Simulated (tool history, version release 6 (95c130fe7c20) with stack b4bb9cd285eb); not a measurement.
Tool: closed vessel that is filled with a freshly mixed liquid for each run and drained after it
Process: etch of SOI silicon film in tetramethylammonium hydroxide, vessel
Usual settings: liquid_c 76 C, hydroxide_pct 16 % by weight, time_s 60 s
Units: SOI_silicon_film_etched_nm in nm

run     day  liquid_c  hydroxide_pct  time_s  read-back film thickness of the SOI silicon film reference wafer, read on the same gauge (nm)  SOI_silicon_film_etched_nm
  1       0        76             16      60                                                                                          80.02                      516.28
  2   1.112        76             19      60                                                                                             80                      477.49
  3   1.617        76           13.5      60                                                                                          79.96                      552.81
  4   2.417        76           13.5      60                                                                                          79.99                      550.12
  5   3.904        76             16      60                                                                                          80.01                      517.92
  6   5.096        76             16      60                                                                                          79.99                      517.25
  7   5.942        76             16      60                                                                                             80                       521.1
  8   7.042        72             16      60                                                                                          80.02                      415.78
  9   8.408        72             16      60                                                                                          80.03                      412.79
 10   9.729        72             16      60                                                                                          79.99                      416.21
 11  11.179        76             16      90                                                                                          79.98                      773.86
 12  12.329        76             16      60                                                                                          79.99                      516.16
 13  13.683        76             16      60                                                                                             80                       518.3
 14  14.642        76             16      60                                                                                             80                       513.2
 15  15.171        82             16      60                                                                                          80.01                      724.95
 16  15.946        76             16      60                                                                                          79.98                      524.04
 17  17.117        76             16      30                                                                                             80                      258.74
 18  18.488        76             16      60                                                                                          79.99                      526.51
 19  19.233        76             16      40                                                                                          79.99                      349.24
     19.533  -- gauge calibrated
 20  20.317        76             16      60                                                                                          79.99                      520.82
 21  21.175      78.5             16      60                                                                                          79.96                      599.86
     21.362  -- thermometer replaced
 22  22.375        76             16      60                                                                                             80                      466.87
 23    23.4        76             16      60                                                                                          80.01                      467.83
 24  24.021        72             16      60                                                                                          79.98                      372.38
     24.521  -- hydroxide flow meter replaced
 25  25.338        76             16      45                                                                                          80.02                      368.95
 26  26.742        76             12      30                                                                                          79.99                      277.41
 27  30.246        74           18.5      50                                                                                          80.02                      346.54
 28  31.517        76             16      60                                                                                          80.01                       490.5
 29  32.083        72           12.5      30                                                                                          79.99                      217.65
 30  32.708      78.5           14.5      75                                                                                          79.98                      731.81
 31  36.708        76             16      60                                                                                             80                       489.8
 32  39.988      70.5           12.5      70                                                                                          80.03                       465.9
 33  41.104        81             16      40                                                                                             80                      434.39
 34  42.425      69.5           20.5      30                                                                                             80                      152.59
 35  43.879        76           12.5      60                                                                                          79.99                      552.36

3 ways to go on from here, each from the tool as it stands after run 35. What would each give?
  A  43.908        76             16      60                                                                                              ?                           ?
  B  43.908      83.5           19.5      30                                                                                              ?                           ?
  C  43.908      73.5             16      40                                                                                              ?                           ?

run  read-back film thickness of the SOI silicon film reference wafer, read on the same gauge (nm)  SOI_silicon_film_etched_nm
  A                                                                                             80                      493.64
  B                                                                                             80                       344.3
  C                                                                                             80                      285.43
Without the tool's hidden state the same runs would have given:
run  SOI_silicon_film_etched_nm
  A                      485.33
  B                      340.26
  C                       280.5
